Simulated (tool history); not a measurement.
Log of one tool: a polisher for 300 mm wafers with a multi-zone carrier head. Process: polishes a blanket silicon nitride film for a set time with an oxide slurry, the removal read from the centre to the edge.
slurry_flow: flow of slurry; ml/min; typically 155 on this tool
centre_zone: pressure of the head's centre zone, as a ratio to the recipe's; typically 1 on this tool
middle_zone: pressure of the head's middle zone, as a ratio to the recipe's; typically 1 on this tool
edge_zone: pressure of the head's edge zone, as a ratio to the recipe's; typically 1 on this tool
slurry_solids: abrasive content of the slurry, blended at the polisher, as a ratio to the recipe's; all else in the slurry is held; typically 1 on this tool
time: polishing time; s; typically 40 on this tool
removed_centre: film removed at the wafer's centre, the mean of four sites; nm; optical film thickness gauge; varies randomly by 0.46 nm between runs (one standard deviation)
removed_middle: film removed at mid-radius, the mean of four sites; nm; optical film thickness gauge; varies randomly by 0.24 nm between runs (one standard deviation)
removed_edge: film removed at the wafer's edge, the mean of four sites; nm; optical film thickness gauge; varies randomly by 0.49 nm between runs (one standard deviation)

run	hour	slurry_flow	centre_zone	middle_zone	edge_zone	slurry_solids	time	wafers since the last listed run	wafers polished on this pad	hours since the slurry nozzle was cleaned	hours since the centre zone pressure was calibrated	hours since the edge zone pressure was calibrated	hours since the carrier head's membrane was replaced	incoming thickness of the incoming film, nm	removed_centre	removed_middle	removed_edge
1	0	155	1	1	1	1	40	0	6	154.8	552.4	140.3	267.4	479.5	34.3	36.4	36.2
2	47.2	155	1	1	1	1	40	594	600	202	599.6	187.5	314.6	488.1	34.8	36.8	35
3	113.7	155	1	1	0.94	1	40	837	1437	268.5	666.1	254	381.1	474.2	35	36.6	34.8
4	217.9	155	1	1	0.94	1	40	1311	2749	372.7	770.3	358.2	485.3	479	34.5	37.2	35.3
5	297.5	155	1	1	1	1	40	1001	3751	452.3	849.9	437.8	564.9	481	34	36.8	36.5
# hour 338.2: worn pad replaced by a new one
6	350.4	155	1	1	1	1	40	615	153	505.2	902.8	490.7	617.8	477.7	34.8	36.8	36.1
7	387.2	155	1	1	1	1	40	463	616	542	939.6	527.5	654.6	486.2	34.3	37	36.4
# hour 408.8: edge zone pressure recalibrated
8	464.4	155	1	1	1	1	40	946	1562	619.2	1016.8	55.6	731.8	481.9	34.2	36.5	37
9	534	155	1	1	1	1	46	876	2439	688.8	1086.4	125.2	801.4	480	38.6	42.3	41.1
# hour 556.2: centre zone pressure recalibrated
10	641.6	155	1	1	1	0.8	40	1329	3768	796.4	85.4	232.8	909	482.1	32.9	33.8	34
# hour 697.9: worn pad replaced by a new one
11	716.3	135	1.05	1	1.08	1	40	889	231	871.1	160.1	307.5	983.7	474.9	35.4	35.4	37.3
# hour 769.2: slurry nozzle cleaned
12	769.7	175	1	1	1	1	28	659	891	0.5	213.5	360.9	1037.1	477.2	25.4	26.2	26
13	807	155	1	1	1	1	40	469	1360	37.8	250.8	398.2	1074.4	476.2	35.1	36.6	37.1
14	879.5	155	1	1	1	1.2	40	912	2273	110.3	323.3	470.7	1146.9	482.8	38.1	39.1	39.1
# hour 909.7: edge zone pressure recalibrated
15	923.9	205	1	1	1	0.8	40	533	2807	154.7	367.7	14.2	1191.3	481.1	34.4	35.5	35.4
16	961.4	155	1	1	1	1	33	472	3279	192.2	405.2	51.7	1228.8	479.4	29	30.6	30.1
# hour 980.7: carrier head's membrane replaced by a new one
# hour 1051.6: worn pad replaced by a new one
17	1057.1	155	1	0.95	1	0.8	40	1091	69	287.9	500.9	147.4	76.4	474.3	32.3	33.2	33.9
18	1159.1	115	1	1	1	1	40	1283	1353	389.9	602.9	249.4	178.4	480.2	33	34.5	34.8
19	1247.7	155	1	1	1	1	40	1115	2468	478.5	691.5	338	267	477.3	34.5	36.9	35.9
20	1339.3	155	1	1	1	1	40	1152	3621	570.1	783.1	429.6	358.6	485.3	33.6	36.9	35.8
# hour 1363.9: worn pad replaced by a new one
21	1399.4	125	1.1	1	1	1	36	706	447	630.2	843.2	489.7	418.7	477.1	32.2	31.3	32.2
22	1462.6	155	1	1	1	1	40	795	1242	693.4	906.4	552.9	481.9	477.5	34.3	37.1	36.4

Each run again, without the hidden state but with its own random variation kept:
Hidden state at play: removal rate lost through wear of the pad, %; slurry flow missing at the pad, %; deviation of the centre zone's pressure from its setpoint, %; deviation of the edge zone's pressure from its setpoint, %.
run	removed_centre
1	34.7
2	35.3
3	35.6
4	35.3
5	35
6	35.9
7	35.5
8	35.6
9	40.4
10	32.8
11	35.4
12	25.4
13	35.1
14	38.1
15	34.5
16	29.2
17	32.5
18	33.4
19	35.1
20	34.3
21	33
22	35.3
removed_middle: as measured in every run.
removed_edge: as measured in every run.

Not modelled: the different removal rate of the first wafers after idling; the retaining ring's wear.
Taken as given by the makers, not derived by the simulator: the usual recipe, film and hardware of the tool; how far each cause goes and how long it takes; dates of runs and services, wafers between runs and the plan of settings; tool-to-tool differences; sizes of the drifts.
